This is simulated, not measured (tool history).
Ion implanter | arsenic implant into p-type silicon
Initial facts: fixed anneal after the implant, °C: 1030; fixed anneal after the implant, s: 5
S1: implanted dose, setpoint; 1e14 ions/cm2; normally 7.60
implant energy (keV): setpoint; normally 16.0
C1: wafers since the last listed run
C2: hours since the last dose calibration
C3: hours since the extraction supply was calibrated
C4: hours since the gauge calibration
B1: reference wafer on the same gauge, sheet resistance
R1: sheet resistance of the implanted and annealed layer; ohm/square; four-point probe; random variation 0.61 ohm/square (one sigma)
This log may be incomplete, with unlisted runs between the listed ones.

Run 1, day 0.000: usual settings; C1 0; C2 542.7; C3 3902.2; C4 653.0; B1 202.88. Result: R1 182.50 ohm/square.
Run 2, day 2.962: usual settings; C1 1245; C2 613.8; C3 3973.3; C4 724.1; B1 203.23. Result: R1 183.19 ohm/square.
Run 3, day 4.662: usual settings; C1 714; C2 654.6; C3 4014.1; C4 764.9; B1 203.23. Result: R1 183.32 ohm/square.
Run 4, day 8.146: usual settings but implant energy (keV) 12.5; C1 1464; C2 738.2; C3 4097.7; C4 848.5; B1 202.93. Result: R1 191.60 ohm/square.
Run 5, day 9.854: usual settings but implant energy (keV) 12.5; C1 718; C2 779.2; C3 4138.7; C4 889.5; B1 202.88. Result: R1 192.43 ohm/square.
At day 12.517: gauge calibrated.
Run 6, day 14.138: usual settings but implant energy (keV) 12.5; C1 1800; C2 882.0; C3 4241.5; C4 38.9; B1 203.23. Result: R1 192.59 ohm/square.
Run 7, day 18.304: usual settings; C1 1751; C2 982.0; C3 4341.5; C4 138.9; B1 202.99. Result: R1 185.23 ohm/square.
Run 8, day 22.525: usual settings but S1 6.55 1e14 ions/cm2, implant energy (keV) 20.0; C1 1774; C2 1083.3; C3 4442.8; C4 240.2; B1 202.93. Result: R1 193.02 ohm/square.
At day 23.633: extraction supply calibrated.
Run 9, day 24.433: usual settings but implant energy (keV) 17.5; C1 662; C2 1129.1; C3 19.2; C4 286.0; B1 202.92. Result: R1 180.63 ohm/square.
Run 10, day 26.133: usual settings but S1 9.38 1e14 ions/cm2, implant energy (keV) 11.5; C1 714; C2 1169.9; C3 60.0; C4 326.8; B1 202.95. Result: R1 178.14 ohm/square.
At day 27.100: Faraday cup replaced and dose calibrated.
Run 11, day 27.662: usual settings; C1 502; C2 13.5; C3 96.7; C4 363.5; B1 202.97. Result: R1 180.06 ohm/square.
Run 12, day 29.317: usual settings but S1 9.08 1e14 ions/cm2, implant energy (keV) 11.5; C1 695; C2 53.2; C3 136.4; C4 403.2; B1 202.94. Result: R1 177.30 ohm/square.
Run 13, day 32.475: usual settings but S1 5.81 1e14 ions/cm2, implant energy (keV) 13.0; C1 1327; C2 129.0; C3 212.2; C4 479.0; B1 202.95. Result: R1 218.86 ohm/square.
Run 14, day 34.396: usual settings but S1 9.27 1e14 ions/cm2, implant energy (keV) 17.5; C1 807; C2 175.1; C3 258.3; C4 525.1; B1 202.94. Result: R1 160.21 ohm/square.

Below are 5 alternative next runs, each starting from the tool's condition after run 14. Predict each:
Run A, day 34.412: usual settings but S1 8.55 1e14 ions/cm2; C1 7; C2 175.5; C3 258.7; C4 525.5; B1 ?. Result: R1 ?.
Run B, day 34.412: usual settings but S1 8.87 1e14 ions/cm2, implant energy (keV) 14.5; C1 7; C2 175.5; C3 258.7; C4 525.5; B1 ?. Result: R1 ?.
Run C, day 34.412: usual settings but implant energy (keV) 20.5; C1 7; C2 175.5; C3 258.7; C4 525.5; B1 ?. Result: R1 ?.
Run D, day 34.412: usual settings but S1 5.36 1e14 ions/cm2; C1 7; C2 175.5; C3 258.7; C4 525.5; B1 ?. Result: R1 ?.
Run E, day 34.412: usual settings but S1 5.43 1e14 ions/cm2, implant energy (keV) 10.5; C1 7; C2 175.5; C3 258.7; C4 525.5; B1 ?. Result: R1 ?.

run      B1      R1
  A  203.08  170.75
  B  203.08  171.62
  C  203.08  172.26
  D  203.08  224.73
  E  203.08  236.65
With no hidden state in the tool, these same runs would have given:
run      R1
  A  169.01
  B  170.00
  C  170.14
  D  221.69
  E  233.67
